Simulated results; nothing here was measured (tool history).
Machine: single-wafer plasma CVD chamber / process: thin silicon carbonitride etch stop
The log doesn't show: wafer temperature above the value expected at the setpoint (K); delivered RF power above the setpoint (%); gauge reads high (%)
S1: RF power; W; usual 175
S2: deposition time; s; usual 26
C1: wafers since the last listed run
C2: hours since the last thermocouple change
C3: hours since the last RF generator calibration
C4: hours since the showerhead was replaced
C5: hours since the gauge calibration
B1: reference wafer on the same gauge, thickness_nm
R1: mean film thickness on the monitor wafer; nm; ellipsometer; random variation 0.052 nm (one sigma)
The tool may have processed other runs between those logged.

run,hour,S1,S2,C1,C2,C3,C4,C5,B1,R1
1,0,150,26,0,600,223.8,4455.7,839.5,12.1,13.646
2,60.1,150,26,1173,660.1,283.9,4515.8,899.6,12.102,13.686
3,102.9,190,23.9,835,702.9,326.7,4558.6,942.4,12.093,13.99
4,160.9,190,23.9,1132,760.9,384.7,4616.6,1000.4,12.095,13.844
5,265.5,190,23.9,2041,865.5,489.3,4721.2,1105,12.088,13.829
6,552.3,175,26,5597,1152.3,776.1,5008,1391.8,12.119,14.539
7,633.5,175,26,1584,1233.5,857.3,5089.2,1473,12.096,14.551
8,726.6,175,26,1817,1326.6,950.4,5182.3,1566.1,12.115,14.539
9,768.9,175,24.5,825,1368.9,992.7,5224.6,1608.4,12.083,13.755
# hour 818.9: thermocouple changed; heater temperature recalibrated
10,854.1,150,24.3,1506,35.2,1077.9,5309.8,1693.6,12.11,12.736
11,920.1,150,24.3,1288,101.2,1143.9,5375.8,1759.6,12.111,12.828
12,970.4,150,24.3,981,151.5,1194.2,5426.1,1809.9,12.105,12.695
13,1073.8,175,26,2018,254.9,1297.6,5529.5,1913.3,12.097,14.554
14,1141.6,175,26,1323,322.7,1365.4,5597.3,1981.1,12.094,14.481
15,1243.5,175,29.4,1988,424.6,1467.3,5699.2,2083,12.095,16.412
16,1346.9,175,29.4,2018,528,1570.7,5802.6,2186.4,12.083,16.551
17,1388.3,175,26,808,569.4,1612.1,5844,2227.8,12.091,14.687
18,1438.4,150,24.3,977,619.5,1662.2,5894.1,2277.9,12.09,12.849
19,1526.1,200,30.1,1711,707.2,1749.9,5981.8,2365.6,12.085,17.86
20,1575.8,195,29.4,970,756.9,1799.6,6031.5,2415.3,12.109,17.262
21,1619.7,175,26,856,800.8,1843.5,6075.4,2459.2,12.11,14.621
22,1665.5,195,26,893,846.6,1889.3,6121.2,2505,12.1,15.207
23,1723.5,175,30.9,1132,904.6,1947.3,6179.2,2563,12.106,17.264
# hour 1806.5: showerhead replaced
24,1807,175,26,1473,988.1,2030.8,0.5,2646.5,12.127,14.551
25,1867.1,200,27.7,1173,1048.2,2090.9,60.6,2706.6,12.111,16.308
26,1912.2,175,26,880,1093.3,2136,105.7,2751.7,12.089,14.663
27,1966.8,185,29.9,1065,1147.9,2190.6,160.3,2806.3,12.127,17.223
# hour 2103.6: gauge calibrated
28,2119.5,175,26,2980,1300.6,2343.3,313,15.9,12.114,14.569
# hour 2144.8: thermocouple changed; heater temperature recalibrated
# hour 2156.6: RF generator calibrated
29,2215.2,210,30.5,1555,70.4,58.6,408.7,111.6,12.105,18.48
30,2258,175,26,835,113.2,101.4,451.5,154.4,12.111,14.575
31,2362.3,205,26,2035,217.5,205.7,555.8,258.7,12.106,15.565
32,2405,175,26,833,260.2,248.4,598.5,301.4,12.098,14.497
33,2442.1,205,21.2,724,297.3,285.5,635.6,338.5,12.085,12.697
34,2658.6,155,29.9,4225,513.8,502,852.1,555,12.098,16
35,2747.9,200,28.6,1742,603.1,591.3,941.4,644.3,12.08,16.913
36,2829.1,210,27.6,1584,684.3,672.5,1022.6,725.5,12.107,16.81

Each row is a separate what-if for the run after 36, all from the same tool condition, not one after another. Results?
A,2829.5,175,27.5,7,684.7,672.9,1023,725.9,?,?
B,2829.5,210,26,7,684.7,672.9,1023,725.9,?,?
C,2829.5,175,21.6,7,684.7,672.9,1023,725.9,?,?

run,B1,R1
A,12.101,15.513
B,12.101,15.789
C,12.101,12.184
Stripped of hidden state, with their random variation kept, the same runs would have yielded:
run,R1
A,15.513
B,15.789
C,12.184
